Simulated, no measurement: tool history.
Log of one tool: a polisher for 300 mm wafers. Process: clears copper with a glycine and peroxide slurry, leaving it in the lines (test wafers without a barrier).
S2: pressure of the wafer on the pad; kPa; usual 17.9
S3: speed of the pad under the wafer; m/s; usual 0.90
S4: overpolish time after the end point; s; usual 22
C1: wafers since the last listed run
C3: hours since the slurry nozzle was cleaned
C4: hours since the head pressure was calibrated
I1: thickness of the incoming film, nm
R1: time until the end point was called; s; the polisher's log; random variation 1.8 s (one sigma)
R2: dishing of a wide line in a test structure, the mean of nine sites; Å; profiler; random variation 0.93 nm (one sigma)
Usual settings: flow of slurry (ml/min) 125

{"run": 1, "hour": 0.0, "flow of slurry (ml/min)": 125, "S2": 17.9, "S3": 0.9, "S4": 22, "C1": 0, "wafers polished on this pad": 577, "C3": 20.9, "C4": 1022.3, "I1": 573.9, "R1": 135.7, "R2": 433}
{"run": 2, "hour": 40.6, "flow of slurry (ml/min)": 125, "S2": 17.9, "S3": 0.9, "S4": 22, "C1": 315, "wafers polished on this pad": 892, "C3": 61.5, "C4": 1062.9, "I1": 569.6, "R1": 140.0, "R2": 449}
{"run": 3, "hour": 93.3, "flow of slurry (ml/min)": 125, "S2": 17.9, "S3": 0.9, "S4": 22, "C1": 409, "wafers polished on this pad": 1301, "C3": 114.2, "C4": 1115.6, "I1": 573.5, "R1": 138.6, "R2": 431}
{"run": 4, "hour": 147.6, "flow of slurry (ml/min)": 125, "S2": 17.9, "S3": 0.9, "S4": 22, "C1": 421, "wafers polished on this pad": 1723, "C3": 168.5, "C4": 1169.9, "I1": 567.1, "R1": 136.5, "R2": 442}
{"hour": 190.7, "done": "worn pad replaced by a new one"}
{"run": 5, "hour": 203.9, "flow of slurry (ml/min)": 105, "S2": 17.9, "S3": 1.08, "S4": 22, "C1": 406, "wafers polished on this pad": 102, "C3": 224.8, "C4": 1226.2, "I1": 584.2, "R1": 124.1, "R2": 467}
{"run": 6, "hour": 286.1, "flow of slurry (ml/min)": 100, "S2": 17.9, "S3": 0.9, "S4": 22, "C1": 638, "wafers polished on this pad": 740, "C3": 307.0, "C4": 1308.4, "I1": 581.7, "R1": 142.9, "R2": 404}
{"run": 7, "hour": 375.0, "flow of slurry (ml/min)": 100, "S2": 17.9, "S3": 0.9, "S4": 22, "C1": 690, "wafers polished on this pad": 1430, "C3": 395.9, "C4": 1397.3, "I1": 569.0, "R1": 138.3, "R2": 417}
{"hour": 422.6, "done": "slurry nozzle cleaned"}
{"hour": 442.7, "done": "worn pad replaced by a new one"}
{"run": 8, "hour": 610.0, "flow of slurry (ml/min)": 125, "S2": 22.1, "S3": 0.9, "S4": 22, "C1": 1785, "wafers polished on this pad": 1298, "C3": 187.4, "C4": 1632.3, "I1": 585.0, "R1": 114.6, "R2": 503}
{"hour": 633.0, "done": "head pressure recalibrated"}
{"hour": 681.5, "done": "worn pad replaced by a new one"}
{"run": 9, "hour": 709.0, "flow of slurry (ml/min)": 125, "S2": 22.1, "S3": 0.9, "S4": 22, "C1": 722, "wafers polished on this pad": 213, "C3": 286.4, "C4": 76.0, "I1": 578.0, "R1": 118.5, "R2": 465}
{"hour": 790.1, "done": "slurry nozzle cleaned"}
{"run": 10, "hour": 812.2, "flow of slurry (ml/min)": 160, "S2": 17.9, "S3": 0.9, "S4": 28, "C1": 793, "wafers polished on this pad": 1006, "C3": 22.1, "C4": 179.2, "I1": 565.4, "R1": 133.7, "R2": 484}
{"run": 11, "hour": 865.7, "flow of slurry (ml/min)": 85, "S2": 14.5, "S3": 0.9, "S4": 22, "C1": 415, "wafers polished on this pad": 1422, "C3": 75.6, "C4": 232.7, "I1": 581.4, "R1": 186.4, "R2": 372}
{"hour": 920.1, "done": "worn pad replaced by a new one"}
{"run": 12, "hour": 942.3, "flow of slurry (ml/min)": 125, "S2": 17.9, "S3": 0.9, "S4": 14, "C1": 563, "wafers polished on this pad": 172, "C3": 152.2, "C4": 309.3, "I1": 580.1, "R1": 142.4, "R2": 323}
{"run": 13, "hour": 1004.2, "flow of slurry (ml/min)": 125, "S2": 17.9, "S3": 0.9, "S4": 22, "C1": 480, "wafers polished on this pad": 652, "C3": 214.1, "C4": 371.2, "I1": 578.0, "R1": 144.0, "R2": 404}
{"run": 14, "hour": 1080.9, "flow of slurry (ml/min)": 125, "S2": 17.9, "S3": 0.9, "S4": 16, "C1": 595, "wafers polished on this pad": 1248, "C3": 290.8, "C4": 447.9, "I1": 576.7, "R1": 143.0, "R2": 367}
{"run": 15, "hour": 1162.0, "flow of slurry (ml/min)": 125, "S2": 12.4, "S3": 0.9, "S4": 33, "C1": 629, "wafers polished on this pad": 1878, "C3": 371.9, "C4": 529.0, "I1": 571.5, "R1": 187.9, "R2": 459}
{"hour": 1217.2, "done": "worn pad replaced by a new one"}
{"run": 16, "hour": 1232.0, "flow of slurry (ml/min)": 125, "S2": 17.9, "S3": 0.98, "S4": 35, "C1": 512, "wafers polished on this pad": 114, "C3": 441.9, "C4": 599.0, "I1": 575.4, "R1": 129.8, "R2": 561}
{"hour": 1260.1, "done": "slurry nozzle cleaned"}
{"run": 17, "hour": 1276.5, "flow of slurry (ml/min)": 105, "S2": 17.9, "S3": 0.7, "S4": 19, "C1": 337, "wafers polished on this pad": 452, "C3": 16.4, "C4": 643.5, "I1": 575.8, "R1": 170.7, "R2": 350}
{"run": 18, "hour": 1344.3, "flow of slurry (ml/min)": 125, "S2": 17.9, "S3": 0.9, "S4": 10, "C1": 526, "wafers polished on this pad": 978, "C3": 84.2, "C4": 711.3, "I1": 574.8, "R1": 138.4, "R2": 249}

5 ways to go on from here, each from the tool as it stands after run 18. What would each give?
{"run": "A", "hour": 1344.8, "flow of slurry (ml/min)": 125, "S2": 17.9, "S3": 1.14, "S4": 22, "C1": 3, "wafers polished on this pad": 982, "C3": 84.7, "C4": 711.8, "I1": 574.9, "R1": "?", "R2": "?"}
{"run": "B", "hour": 1344.8, "flow of slurry (ml/min)": 125, "S2": 23.4, "S3": 0.9, "S4": 22, "C1": 3, "wafers polished on this pad": 982, "C3": 84.7, "C4": 711.8, "I1": 574.9, "R1": "?", "R2": "?"}
{"run": "C", "hour": 1344.8, "flow of slurry (ml/min)": 125, "S2": 24.1, "S3": 0.9, "S4": 10, "C1": 3, "wafers polished on this pad": 982, "C3": 84.7, "C4": 711.8, "I1": 574.9, "R1": "?", "R2": "?"}
{"run": "D", "hour": 1344.8, "flow of slurry (ml/min)": 125, "S2": 24.1, "S3": 0.9, "S4": 12, "C1": 3, "wafers polished on this pad": 982, "C3": 84.7, "C4": 711.8, "I1": 574.9, "R1": "?", "R2": "?"}
{"run": "E", "hour": 1344.8, "flow of slurry (ml/min)": 125, "S2": 13.8, "S3": 0.9, "S4": 30, "C1": 3, "wafers polished on this pad": 982, "C3": 84.7, "C4": 711.8, "I1": 574.9, "R1": "?", "R2": "?"}

run=A R1=119.5 R2=452
run=B R1=112.3 R2=475
run=C R1=109.6 R2=296
run=D R1=109.6 R2=337
run=E R1=171.7 R2=444
Without the tool's hidden state the same runs would have given:
run=A R1=121.2 R2=449
run=B R1=113.9 R2=472
run=C R1=111.1 R2=293
run=D R1=111.1 R2=333
run=E R1=173.9 R2=441
